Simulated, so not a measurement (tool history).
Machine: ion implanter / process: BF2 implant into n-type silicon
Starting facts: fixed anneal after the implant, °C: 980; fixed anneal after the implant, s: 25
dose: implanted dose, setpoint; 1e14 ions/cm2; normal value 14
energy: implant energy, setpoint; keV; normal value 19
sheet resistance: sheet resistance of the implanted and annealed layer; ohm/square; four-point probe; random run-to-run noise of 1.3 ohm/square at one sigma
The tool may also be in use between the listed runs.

run	hour	dose	energy	wafers since the last listed run	hours since the last dose calibration	hours since the extraction supply was calibrated	hours since the gauge calibration	read-back reference wafer on the same gauge, sheet resistance	sheet resistance
1	0	14	19	0	309.4	1562	977.7	227.16	209.38
2	65.7	14	19	1197	375.1	1627.7	1043.4	226.94	211.12
3	96.4	14	19	559	405.8	1658.4	1074.1	227.94	210.27
4	131.4	12.43	19	638	440.8	1693.4	1109.1	226.11	212.29
5	191.7	12.43	19	1099	501.1	1753.7	1169.4	226.15	213.45
6	218.7	12.43	19	492	528.1	1780.7	1196.4	226.1	212.19
7	252.2	11.36	19	610	561.6	1814.2	1229.9	225.86	215.63
8	320.7	11.36	19	1248	630.1	1882.7	1298.4	225.07	213.33
9	355.9	11.63	23.5	641	665.3	1917.9	1333.6	224.69	191.46
10	417.9	14	19	1130	727.3	1979.9	1395.6	223.96	206.73
# hour 454.9: Faraday cup replaced and dose calibrated
11	455.4	14	19	537	0.5	2017.4	1433.1	223.62	208.01
12	484.3	14	19	526	29.4	2046.3	1462	223.4	208.94
13	554	14	19	1270	99.1	2116	1531.7	222.51	207.25
14	608.6	14	19	995	153.7	2170.6	1586.3	222.1	207.47
15	674.8	14	19	1206	219.9	2236.8	1652.5	221.32	204.98
16	729.7	12.41	19	1000	274.8	2291.7	1707.4	220.96	210.03
# hour 771.9: gauge calibrated
17	780.2	14	19	920	325.3	2342.2	8.3	231.84	215.65
18	843.7	14	19	1157	388.8	2405.7	71.8	231.48	214.35
19	871	9.87	13.5	497	416.1	2433	99.1	231.92	263.98
20	942.7	15.68	22.5	1307	487.8	2504.7	170.8	231.26	195.83
21	1011	14	19	1245	556.1	2573	239.1	231.1	214.37
# hour 1024: extraction supply calibrated
22	1040.4	15.87	23.5	390	585.5	16.4	268.5	231.78	188.75
23	1073	12.84	23	594	618.1	49	301.1	231.59	196.95
24	1125.9	12.86	22	964	671	101.9	354	230.73	200.82
25	1155.4	11.89	25.5	537	700.5	131.4	383.5	231.67	190.95
26	1217.6	12.25	23.5	1133	762.7	193.6	445.7	230.96	196.62
# hour 1247.3: Faraday cup replaced and dose calibrated
27	1275.5	17.32	16	909	28.2	251.5	503.6	230.91	226.84
28	1326.5	12.43	19	929	79.2	302.5	554.6	230.49	215.93
29	1383.4	17.32	16	1037	136.1	359.4	611.5	230.41	226.72
30	1409.1	14	19	468	161.8	385.1	637.2	230.37	210.67
31	1451	14	17	763	203.7	427	679.1	230.28	224.82
32	1512.5	18.12	14.5	1121	265.2	488.5	740.6	229.96	231.99
33	1727.2	16.03	12.5	3914	479.9	703.2	955.3	228.01	253.58

What was the tool's hidden state at every run in the log?
deviation of the true dose from the Faraday cup's reading, %: 0 at every run
deviation of the true energy from its setpoint, %: 0 at every run
H1: gauge reads high (%)
run	H1
1	-1.86
2	-2.08
3	-2.18
4	-2.3
5	-2.52
6	-2.63
7	-2.76
8	-3.03
9	-3.18
10	-3.45
11	-3.62
12	-3.76
13	-4.09
14	-4.36
15	-4.71
16	-5
17	-0.0919
18	-0.1
19	-0.108
20	-0.139
21	-0.183
22	-0.207
23	-0.237
24	-0.293
25	-0.328
26	-0.41
27	-0.498
28	-0.585
29	-0.691
30	-0.743
31	-0.831
32	-0.971
33	-1.55
